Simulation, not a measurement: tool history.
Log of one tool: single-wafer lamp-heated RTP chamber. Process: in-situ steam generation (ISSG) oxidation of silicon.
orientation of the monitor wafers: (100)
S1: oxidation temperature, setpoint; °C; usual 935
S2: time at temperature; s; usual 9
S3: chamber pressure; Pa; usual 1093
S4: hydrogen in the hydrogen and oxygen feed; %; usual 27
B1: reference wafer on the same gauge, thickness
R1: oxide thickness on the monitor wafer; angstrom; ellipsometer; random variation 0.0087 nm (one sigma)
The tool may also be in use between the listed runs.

| run | hour | S1 | S2 | S3 | S4 | B1 | R1 |
|---|---|---|---|---|---|---|---|
| 1 | 0 | 935 | 9 | 1093 | 27 | 4.27 | 38.75 |
| 2 | 86.5 | 935 | 7 | 1093 | 27 | 4.267 | 35.64 |
| 3 | 111.9 | 935 | 7 | 1093 | 27 | 4.267 | 35.65 |
| 4 | 141.9 | 935 | 9 | 1213 | 27 | 4.271 | 38.35 |
|  | 174.5 | hydrogen flow controller replaced |
| 5 | 175 | 935 | 9 | 1213 | 27 | 4.271 | 38.29 |
|  | 214.6 | gauge calibrated |
| 6 | 261.9 | 935 | 9 | 960 | 27 | 4.273 | 39.03 |
| 7 | 284.5 | 935 | 9 | 960 | 27 | 4.27 | 38.99 |
|  | 298.2 | pyrometer window cleaned and pyrometer calibrated |
| 8 | 302.2 | 935 | 9 | 1093 | 32 | 4.267 | 40.18 |
| 9 | 317.7 | 924 | 11 | 1280 | 31 | 4.269 | 40.54 |
| 10 | 347.1 | 935 | 7 | 960 | 32 | 4.268 | 37.26 |
|  | 371.5 | pressure gauge zeroed |
| 11 | 372 | 918 | 9 | 1093 | 27 | 4.268 | 37.13 |
| 12 | 386.5 | 935 | 7 | 960 | 32 | 4.268 | 37.31 |
| 13 | 399.8 | 917 | 7 | 1093 | 20 | 4.265 | 31.47 |
| 14 | 464.3 | 935 | 12 | 1093 | 23 | 4.269 | 40.72 |
| 15 | 492.7 | 930 | 9 | 1093 | 27 | 4.27 | 37.94 |

5 ways to go on from here, each from the tool as it stands after run 15. What would each give?
| A | 493.2 | 935 | 9 | 1093 | 30 | ? | ? |
| B | 493.2 | 952 | 12 | 1280 | 18 | ? | ? |
| C | 493.2 | 953 | 12 | 1093 | 27 | ? | ? |
| D | 493.2 | 935 | 12 | 1093 | 27 | ? | ? |
| E | 493.2 | 953 | 9 | 1093 | 27 | ? | ? |

| run | B1 | R1 |
|---|---|---|
| A | 4.271 | 39.63 |
| B | 4.271 | 39.31 |
| C | 4.271 | 44.28 |
| D | 4.271 | 42.41 |
| E | 4.271 | 39.93 |
Without the tool's hidden state the same runs would have given:
| run | R1 |
|---|---|
| A | 39.36 |
| B | 38.97 |
| C | 43.89 |
| D | 42.07 |
| E | 39.62 |
